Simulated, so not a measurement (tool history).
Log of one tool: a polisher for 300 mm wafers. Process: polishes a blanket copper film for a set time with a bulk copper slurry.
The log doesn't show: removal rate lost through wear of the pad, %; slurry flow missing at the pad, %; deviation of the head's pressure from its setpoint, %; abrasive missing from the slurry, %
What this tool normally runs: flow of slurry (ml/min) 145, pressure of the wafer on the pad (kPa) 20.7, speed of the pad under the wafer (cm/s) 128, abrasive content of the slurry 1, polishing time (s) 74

run     day  flow of slurry (ml/min)  pressure of the wafer on the pad (kPa)  speed of the pad under the wafer (cm/s)  abrasive content of the slurry  polishing time (s)  wafers since the last listed run  wafers polished on this pad  hours since the slurry nozzle was cleaned  hours since the head pressure was calibrated  hours since the slurry blender was calibrated  incoming thickness of the incoming film, nm  film removed (angstrom)
  1       0                      145                                    20.7                                      128                               1                  74                                 0                           67                                      112.8                                         494.8                                           30.3                                         4692                     9025
  2   0.258                      145                                    20.7                                      128                               1                  74                                61                          129                                        119                                           501                                           36.5                                         4637                     9005
  3   0.929                      145                                    20.7                                      128                               1                  74                               159                          289                                      135.1                                         517.1                                           52.6                                       4746.4                     8875
  4   2.775                      145                                    20.7                                       96                               1                  74                               439                          728                                      179.4                                         561.4                                           96.9                                       4667.8                     7202
      3.633  -- head pressure recalibrated
      4.462  -- slurry blender recalibrated
  5   4.483                      145                                    20.7                                       96                               1                  74                               367                         1095                                      220.4                                          20.4                                            0.5                                       4629.3                     8330
      4.675  -- worn pad replaced by a new one
  6   4.779                      145                                    20.7                                      100                            0.85                  74                                30                           25                                      227.5                                          27.5                                            7.6                                       4612.3                     8385
  7   5.412                      185                                    24.8                                      170                               1                  63                               150                          175                                      242.7                                          42.7                                           22.8                                       4640.9                    12889
  8   6.029                      145                                    20.7                                      128                               1                  74                               146                          322                                      257.5                                          57.5                                           37.6                                       4623.3                     9785
  9   6.588                      145                                    20.7                                      128                               1                  74                               132                          455                                      270.9                                          70.9                                             51                                       4551.7                     9698
 10   7.329                      165                                    15.9                                      128                               1                  51                               176                          632                                      288.7                                          88.7                                           68.8                                       4582.7                     5396
 11   7.712                      145                                    20.7                                      128                             1.3                  74                                91                          723                                      297.9                                          97.9                                             78                                       4636.4                    10032
 12   8.321                      185                                    22.8                                      102                               1                  83                               144                          868                                      312.5                                         112.5                                           92.6                                       4604.7                    10723
 13   8.708                      145                                    14.5                                      164                            1.25                  74                                92                          960                                      321.8                                         121.8                                          101.9                                       4634.3                     8212
      9.346  -- worn pad replaced by a new one
 14   9.367                      190                                    20.7                                      128                               1                  74                               117                            4                                      337.6                                         137.6                                          117.7                                       4669.8                    10201
 15   9.958                      145                                    20.7                                      128                               1                  74                               140                          145                                      351.8                                         151.8                                          131.9                                       4621.9                     9439
 16  10.567                      160                                    16.5                                       88                               1                  59                               144                          290                                      366.4                                         166.4                                          146.5                                       4631.8                     4854
     10.717  -- slurry blender recalibrated
 17  10.988                      145                                    20.7                                      128                               1                  74                                80                          370                                      376.5                                         176.5                                            6.5                                       4590.1                     9280
 18  11.333                      145                                    20.7                                      128                               1                  74                                82                          453                                      384.8                                         184.8                                           14.8                                       4745.8                     9152
       11.5  -- slurry nozzle cleaned
 19  11.867                      195                                    20.7                                      128                               1                  74                               117                          570                                        8.8                                         197.6                                           27.6                                       4635.7                    10196
 20  12.279                      145                                    20.7                                      128                               1                  85                                98                          668                                       18.7                                         207.5                                           37.5                                       4605.1                    11481
 21  12.712                      145                                    20.7                                      128                               1                  74                               103                          771                                       29.1                                         217.9                                           47.9                                       4632.1                     9889
 22  13.067                      145                                    20.7                                      150                               1                  74                                84                          855                                       37.6                                         226.4                                           56.4                                       4617.7                    10844
 23  13.596                      125                                    20.7                                      108                            0.85                  56                               125                          981                                       50.3                                         239.1                                           69.1                                       4665.2                     6335
 24  14.575                      145                                    20.7                                      128                               1                  74                               233                         1214                                       73.8                                         262.6                                           92.6                                         4655                    10040
 25  14.921                      145                                    20.7                                      128                               1                  74                                82                         1297                                       82.1                                         270.9                                          100.9                                       4577.8                     9966
     15.362  -- worn pad replaced by a new one
 26  15.383                      145                                    20.7                                      128                               1                  74                                70                            4                                       93.2                                           282                                            112                                       4614.9                     9867
 27  15.975                      105                                    20.7                                      152                               1                  74                               140                          145                                      107.4                                         296.2                                          126.2                                       4682.6                    10170
       16.1  -- slurry blender recalibrated
 28  16.588                      145                                    20.7                                      128                               1                  74                               125                          271                                      122.1                                         310.9                                           11.7                                       4642.6                     9793
 29    17.1                      125                                    20.7                                      128                               1                  74                               122                          393                                      134.4                                         323.2                                             24                                         4669                     9307
 30  17.438                      145                                    17.9                                      156                               1                  74                                80                          474                                      142.5                                         331.3                                           32.1                                       4671.7                     9170

Describe how what the log doesn't record of the tool's condition differs between the last listed run preceding each entry between runs and the first listed run following it.
In the gap between runs 4 and 5: head pressure recalibrated (day 3.633); slurry blender recalibrated (day 4.462)
  slurry flow missing at the pad, %: 8.79 -> 12.4; deviation of the head's pressure from its setpoint, %: -14.3 -> 0.975
  measured less the result without the state, film removed (angstrom): -1348 -> -125
In the gap between runs 5 and 6: worn pad replaced by a new one (day 4.675)
  slurry flow missing at the pad, %: 12.4 -> 13.1; deviation of the head's pressure from its setpoint, %: 0.975 -> 0.96
  measured less the result without the state, film removed (angstrom): -125 -> -140
In the gap between runs 13 and 14: worn pad replaced by a new one (day 9.346)
  slurry flow missing at the pad, %: 24.6 -> 26.9; deviation of the head's pressure from its setpoint, %: 0.335 -> 0.153
  measured less the result without the state, film removed (angstrom): -442 -> -498
In the gap between runs 16 and 17: slurry blender recalibrated (day 10.717)
  slurry flow missing at the pad, %: 31.4 -> 33; deviation of the head's pressure from its setpoint, %: -0.235 -> -0.389
  measured less the result without the state, film removed (angstrom): -369 -> -846
In the gap between runs 18 and 19: slurry nozzle cleaned (day 11.5)
  slurry flow missing at the pad, %: 34.4 -> 1.02; deviation of the head's pressure from its setpoint, %: -0.522 -> -0.739
  measured less the result without the state, film removed (angstrom): -901 -> -90
In the gap between runs 25 and 26: worn pad replaced by a new one (day 15.362)
  slurry flow missing at the pad, %: 2.49 -> 2.92; deviation of the head's pressure from its setpoint, %: -2.26 -> -2.54
  measured less the result without the state, film removed (angstrom): -276 -> -310
In the gap between runs 27 and 28: slurry blender recalibrated (day 16.1)
  slurry flow missing at the pad, %: 3.55 -> 4.3; deviation of the head's pressure from its setpoint, %: -2.9 -> -3.3
  measured less the result without the state, film removed (angstrom): -393 -> -414
